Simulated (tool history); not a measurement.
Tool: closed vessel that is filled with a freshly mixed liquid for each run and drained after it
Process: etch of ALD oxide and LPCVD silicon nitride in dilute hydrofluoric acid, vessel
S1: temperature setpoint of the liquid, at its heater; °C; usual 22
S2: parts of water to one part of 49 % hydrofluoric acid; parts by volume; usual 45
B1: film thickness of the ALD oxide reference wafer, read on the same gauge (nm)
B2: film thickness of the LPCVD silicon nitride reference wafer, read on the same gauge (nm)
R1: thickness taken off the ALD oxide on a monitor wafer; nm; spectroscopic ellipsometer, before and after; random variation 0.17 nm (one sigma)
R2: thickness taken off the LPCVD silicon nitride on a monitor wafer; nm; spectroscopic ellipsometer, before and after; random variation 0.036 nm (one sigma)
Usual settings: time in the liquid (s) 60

{"run": 1, "hour": 0.0, "S1": 22, "S2": 45, "time in the liquid (s)": 60, "B1": 123.2, "B2": 123.211, "R1": 29.11, "R2": 0.634}
{"run": 2, "hour": 24.2, "S1": 20, "S2": 45, "time in the liquid (s)": 60, "B1": 123.3, "B2": 123.279, "R1": 26.44, "R2": 0.536}
{"run": 3, "hour": 43.6, "S1": 20, "S2": 45, "time in the liquid (s)": 60, "B1": 123.38, "B2": 123.38, "R1": 26.54, "R2": 0.572}
{"run": 4, "hour": 103.3, "S1": 20, "S2": 45, "time in the liquid (s)": 60, "B1": 123.54, "B2": 123.53, "R1": 26.56, "R2": 0.518}
{"run": 5, "hour": 134.5, "S1": 22, "S2": 45, "time in the liquid (s)": 60, "B1": 123.62, "B2": 123.622, "R1": 28.94, "R2": 0.695}
{"run": 6, "hour": 154.6, "S1": 22, "S2": 45, "time in the liquid (s)": 60, "B1": 123.68, "B2": 123.657, "R1": 29.17, "R2": 0.692}
{"run": 7, "hour": 188.2, "S1": 22, "S2": 45, "time in the liquid (s)": 60, "B1": 123.75, "B2": 123.737, "R1": 28.97, "R2": 0.627}
{"run": 8, "hour": 200.5, "S1": 22, "S2": 45, "time in the liquid (s)": 60, "B1": 123.76, "B2": 123.76, "R1": 29.15, "R2": 0.693}
{"hour": 218.1, "done": "hydrofluoric acid flow meter replaced"}
{"run": 9, "hour": 235.3, "S1": 22, "S2": 45, "time in the liquid (s)": 60, "B1": 123.79, "B2": 123.836, "R1": 29.24, "R2": 0.642}
{"run": 10, "hour": 265.6, "S1": 22, "S2": 45, "time in the liquid (s)": 60, "B1": 123.89, "B2": 123.827, "R1": 29.09, "R2": 0.676}
{"run": 11, "hour": 286.7, "S1": 19, "S2": 45, "time in the liquid (s)": 75, "B1": 123.88, "B2": 123.914, "R1": 32.04, "R2": 0.642}
{"run": 12, "hour": 302.4, "S1": 22, "S2": 45, "time in the liquid (s)": 60, "B1": 123.9, "B2": 123.925, "R1": 29.23, "R2": 0.653}
{"run": 13, "hour": 331.6, "S1": 22, "S2": 30, "time in the liquid (s)": 35, "B1": 123.96, "B2": 123.946, "R1": 26.34, "R2": 0.555}
{"hour": 425.0, "done": "thermometer replaced"}
{"run": 14, "hour": 438.4, "S1": 27, "S2": 60, "time in the liquid (s)": 70, "B1": 124.08, "B2": 124.057, "R1": 30.74, "R2": 0.714}
{"run": 15, "hour": 463.1, "S1": 24, "S2": 25, "time in the liquid (s)": 60, "B1": 124.09, "B2": 124.1, "R1": 58.02, "R2": 1.334}

Run 16 comes next. What will it give?
{"hour": 475.3, "done": "gauge calibrated"}
{"run": 16, "hour": 490.9, "S1": 22, "S2": 45, "time in the liquid (s)": 60, "B1": "?", "B2": "?", "R1": "?", "R2": "?"}

Run 16 gave B1 120.18, B2 120.206, R1 28.2 nm, R2 0.579 nm.
Without the tool's hidden state the same run would have given R1 28.16 nm, R2 0.578 nm.

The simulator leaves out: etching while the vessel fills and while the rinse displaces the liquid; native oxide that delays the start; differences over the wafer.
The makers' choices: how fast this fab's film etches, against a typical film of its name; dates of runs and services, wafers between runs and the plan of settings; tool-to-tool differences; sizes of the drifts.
